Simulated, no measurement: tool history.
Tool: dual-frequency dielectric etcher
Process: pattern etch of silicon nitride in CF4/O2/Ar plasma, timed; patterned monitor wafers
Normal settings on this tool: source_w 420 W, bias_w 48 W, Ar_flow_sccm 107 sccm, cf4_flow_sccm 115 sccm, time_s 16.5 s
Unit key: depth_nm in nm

| run | hour | source_w | bias_w | Ar_flow_sccm | cf4_flow_sccm | time_s | read-back reference wafer on the same gauge, depth_nm | depth_nm |
|---|---|---|---|---|---|---|---|---|
| 1 | 0 | 420 | 48 | 107 | 115 | 16.5 | 23.83 | 25.55 |
| 2 | 22.3 | 420 | 48 | 107 | 101 | 16.5 | 23.75 | 25.11 |
| 3 | 52.5 | 420 | 48 | 107 | 106 | 16.5 | 23.8 | 25.33 |
| 4 | 71.5 | 420 | 48 | 107 | 106 | 16.5 | 23.79 | 25.16 |
| 5 | 87.9 | 420 | 48 | 107 | 106 | 16.5 | 23.79 | 25.56 |
| 6 | 105.5 | 420 | 48 | 107 | 115 | 16.5 | 23.83 | 25.71 |
| 7 | 134.4 | 420 | 48 | 107 | 115 | 16.5 | 23.82 | 25.89 |
| 8 | 154.8 | 420 | 48 | 107 | 115 | 16.5 | 23.81 | 26.04 |
|  | 174 | source power generator calibrated |
| 9 | 176 | 370 | 42 | 107 | 115 | 16.5 | 23.86 | 21.46 |
|  | 181.3 | bias power generator calibrated |
|  | 185.7 | CF4 flow controller replaced |
|  | 196.1 | gauge calibrated |
| 10 | 196.9 | 420 | 48 | 107 | 115 | 16.5 | 23.81 | 26.07 |
| 11 | 225 | 420 | 48 | 90 | 91 | 16.5 | 23.81 | 25.59 |
| 12 | 248.5 | 380 | 58 | 107 | 134 | 16.5 | 23.75 | 27.1 |
|  | 279 | upper electrode replaced |
| 13 | 279.3 | 470 | 48 | 88 | 115 | 18.5 | 23.78 | 33.03 |
|  | 316.6 | wet clean of the chamber |
| 14 | 317.1 | 420 | 48 | 90 | 91 | 16.5 | 23.79 | 24.31 |
|  | 333 | Ar flow controller replaced |
|  | 411.2 | wet clean of the chamber, repeated, since the last time left the tool worse |
| 15 | 411.7 | 450 | 48 | 107 | 115 | 16.5 | 23.82 | 27.23 |
| 16 | 412 | 420 | 41 | 107 | 115 | 16.5 | 23.77 | 23.24 |
| 17 | 445.7 | 360 | 53 | 122 | 115 | 16.5 | 23.84 | 23.39 |
| 18 | 497.9 | 420 | 48 | 107 | 115 | 16.5 | 23.79 | 25.55 |

4 ways to go on from here, each from the tool as it stands after run 18. What would each give?
| A | 498.3 | 420 | 44 | 107 | 115 | 16.5 | ? | ? |
| B | 498.3 | 420 | 54 | 99 | 115 | 13 | ? | ? |
| C | 498.3 | 420 | 58 | 96 | 115 | 16.5 | ? | ? |
| D | 498.3 | 420 | 55 | 107 | 115 | 16.5 | ? | ? |

| run | read-back reference wafer on the same gauge, depth_nm | depth_nm |
|---|---|---|
| A | 23.8 | 24.4 |
| B | 23.8 | 21.94 |
| C | 23.8 | 29.12 |
| D | 23.8 | 27.83 |
What these runs would have given with no unlogged condition in the tool:
| run | depth_nm |
|---|---|
| A | 24.25 |
| B | 21.81 |
| C | 28.95 |
| D | 27.66 |

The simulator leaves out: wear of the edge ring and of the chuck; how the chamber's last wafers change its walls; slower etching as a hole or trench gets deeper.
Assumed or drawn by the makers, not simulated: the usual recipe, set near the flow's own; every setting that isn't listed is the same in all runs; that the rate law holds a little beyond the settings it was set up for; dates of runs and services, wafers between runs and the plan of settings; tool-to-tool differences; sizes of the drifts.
